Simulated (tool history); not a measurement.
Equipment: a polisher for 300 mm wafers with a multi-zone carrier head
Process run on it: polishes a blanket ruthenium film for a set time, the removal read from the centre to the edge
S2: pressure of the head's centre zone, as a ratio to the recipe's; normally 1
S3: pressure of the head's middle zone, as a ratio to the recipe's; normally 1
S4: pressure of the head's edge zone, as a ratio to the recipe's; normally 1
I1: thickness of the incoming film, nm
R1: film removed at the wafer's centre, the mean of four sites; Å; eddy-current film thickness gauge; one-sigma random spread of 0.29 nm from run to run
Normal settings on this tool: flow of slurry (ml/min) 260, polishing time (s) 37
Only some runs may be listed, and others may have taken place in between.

Run 1, hour 0: usual settings; I1 529.8. Result: R1 303 Å.
Run 2, hour 16.9: usual settings; I1 538.1. Result: R1 306 Å.
Run 3, hour 27.2: usual settings; I1 526.8. Result: R1 304 Å.
At hour 37.8: worn pad replaced by a new one.
Run 4, hour 43.3: usual settings but S3 0.93; I1 531.2. Result: R1 304 Å.
Run 5, hour 54.1: usual settings; I1 534.6. Result: R1 306 Å.
Run 6, hour 64.3: usual settings; I1 532.7. Result: R1 307 Å.
Run 7, hour 72.4: usual settings; I1 526.1. Result: R1 309 Å.
At hour 90: carrier head's membrane replaced by a new one.
Run 8, hour 90.5: usual settings; I1 537.3. Result: R1 306 Å.
At hour 95: worn pad replaced by a new one.
At hour 95.5: slurry nozzle cleaned.
Run 9, hour 100.4: usual settings; I1 528.7. Result: R1 304 Å.
Run 10, hour 117.8: usual settings; I1 532.5. Result: R1 311 Å.
Run 11, hour 133.9: usual settings but flow of slurry (ml/min) 190, S4 0.95; I1 533. Result: R1 298 Å.
Run 12, hour 144.1: usual settings; I1 532.3. Result: R1 311 Å.
At hour 160.8: worn pad replaced by a new one.
Run 13, hour 161.3: usual settings; I1 522.5. Result: R1 317 Å.
At hour 190.6: edge zone pressure recalibrated.
At hour 195.3: centre zone pressure recalibrated.
Run 14, hour 197.2: usual settings but S4 1.03; I1 518.6. Result: R1 287 Å.
Run 15, hour 213.2: usual settings but flow of slurry (ml/min) 340, S2 0.94; I1 533.6. Result: R1 275 Å.
At hour 227.5: worn pad replaced by a new one.
Run 16, hour 229: usual settings but flow of slurry (ml/min) 230, S4 1.04; I1 532.4. Result: R1 283 Å.
Run 17, hour 242.3: usual settings but S4 0.92; I1 522.7. Result: R1 290 Å.
Run 18, hour 254.6: usual settings but flow of slurry (ml/min) 335, S2 1.04, S3 0.93; I1 530.9. Result: R1 313 Å.
Run 19, hour 264.6: usual settings; I1 539.8. Result: R1 287 Å.
Run 20, hour 281.5: usual settings; I1 528.9. Result: R1 294 Å.
At hour 296.2: worn pad replaced by a new one.
Run 21, hour 296.7: usual settings but S4 0.9, polishing time (s) 34; I1 525.8. Result: R1 266 Å.
Run 22, hour 302.6: usual settings but S3 0.96; I1 537.1. Result: R1 291 Å.

Forecast each of these 4 alternatives for the next run:
Run A, hour 303: usual settings; I1 528.5. Result: R1 ?.
Run B, hour 303: usual settings but S2 1.07, polishing time (s) 41; I1 528.5. Result: R1 ?.
Run C, hour 303: usual settings but S2 1.04, polishing time (s) 49; I1 528.5. Result: R1 ?.
Run D, hour 303: usual settings but S2 1.09; I1 528.5. Result: R1 ?.

run   R1
  A  294
  B  349
  C  405
  D  321
With the hidden condition removed and each run's random variation left untouched, the same runs would have given:
run   R1
  A  288
  B  342
  C  397
  D  314
